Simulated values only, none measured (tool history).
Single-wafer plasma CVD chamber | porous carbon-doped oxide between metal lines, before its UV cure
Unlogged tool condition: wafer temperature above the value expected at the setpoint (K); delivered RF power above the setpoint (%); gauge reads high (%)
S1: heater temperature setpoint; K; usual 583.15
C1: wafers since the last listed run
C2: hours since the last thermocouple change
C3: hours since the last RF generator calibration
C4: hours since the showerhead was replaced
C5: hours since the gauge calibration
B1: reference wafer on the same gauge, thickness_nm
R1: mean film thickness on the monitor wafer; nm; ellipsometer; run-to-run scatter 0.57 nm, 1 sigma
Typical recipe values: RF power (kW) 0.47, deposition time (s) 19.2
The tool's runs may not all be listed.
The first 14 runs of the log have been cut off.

Run 15, day 32.792: usual settings but deposition time (s) 18; C1 1696; C2 1477.2; C3 39.8; C4 2610.9; C5 1529.9; B1 98.34. Result: R1 94.041 nm.
Run 16, day 33.917: usual settings but S1 596.15 K, RF power (kW) 0.5, deposition time (s) 17.7; C1 1165; C2 1504.2; C3 66.8; C4 2637.9; C5 1556.9; B1 98.315. Result: R1 91.578 nm.
Run 17, day 36.279: usual settings but RF power (kW) 0.495, deposition time (s) 17.6; C1 2447; C2 1560.9; C3 123.5; C4 2694.6; C5 1613.6; B1 98.214. Result: R1 96.099 nm.
Run 18, day 39.129: usual settings but S1 598.15 K, RF power (kW) 0.44, deposition time (s) 16.8; C1 2953; C2 1629.3; C3 191.9; C4 2763; C5 1682; B1 98.364. Result: R1 76.201 nm.
Run 19, day 40.908: usual settings; C1 1843; C2 1672; C3 234.6; C4 2805.7; C5 1724.7; B1 98.135. Result: R1 99.223 nm.
Run 20, day 42.208: usual settings; C1 1347; C2 1703.2; C3 265.8; C4 2836.9; C5 1755.9; B1 98.28. Result: R1 98.549 nm.
At day 42.979: showerhead replaced.
Run 21, day 44.812: usual settings; C1 2352; C2 1765.7; C3 328.3; C4 44; C5 1818.4; B1 98.284. Result: R1 99.565 nm.
At day 45.588: gauge calibrated.
Run 22, day 47.75: usual settings but RF power (kW) 0.505, deposition time (s) 22.7; C1 3043; C2 1836.2; C3 398.8; C4 114.5; C5 51.9; B1 98.336. Result: R1 124.002 nm.
Run 23, day 50.704: usual settings but S1 569.15 K, deposition time (s) 17.4; C1 3061; C2 1907.1; C3 469.7; C4 185.4; C5 122.8; B1 98.192. Result: R1 95.98 nm.
Run 24, day 53.004: usual settings; C1 2383; C2 1962.3; C3 524.9; C4 240.6; C5 178; B1 98.397. Result: R1 98.752 nm.
At day 56.871: thermocouple changed; heater temperature recalibrated.
Run 25, day 61.5: usual settings but S1 573.15 K, RF power (kW) 0.4, deposition time (s) 16.3; C1 8457; C2 111.1; C3 728.8; C4 444.5; C5 381.9; B1 98.391. Result: R1 76.276 nm.
Run 26, day 63.479: usual settings but deposition time (s) 16.4; C1 2050; C2 158.6; C3 776.3; C4 492; C5 429.4; B1 98.352. Result: R1 84.56 nm.
Run 27, day 64.992: usual settings but S1 571.15 K, RF power (kW) 0.565, deposition time (s) 16.6; C1 1567; C2 194.9; C3 812.6; C4 528.3; C5 465.7; B1 98.445. Result: R1 106.435 nm.
Run 28, day 66.008: usual settings; C1 1053; C2 219.3; C3 837; C4 552.7; C5 490.1; B1 98.216. Result: R1 99.727 nm.

Forecast run 29:
Run 29, day 68.729: usual settings; C1 2819; C2 284.6; C3 902.3; C4 618; C5 555.4; B1 ?. Result: R1 ?.

{"run 29": {"B1": 98.16, "R1": 100.445}}
On a tool with no hidden condition, and with the same random variation, this run would have come out at R1 100.445 nm.

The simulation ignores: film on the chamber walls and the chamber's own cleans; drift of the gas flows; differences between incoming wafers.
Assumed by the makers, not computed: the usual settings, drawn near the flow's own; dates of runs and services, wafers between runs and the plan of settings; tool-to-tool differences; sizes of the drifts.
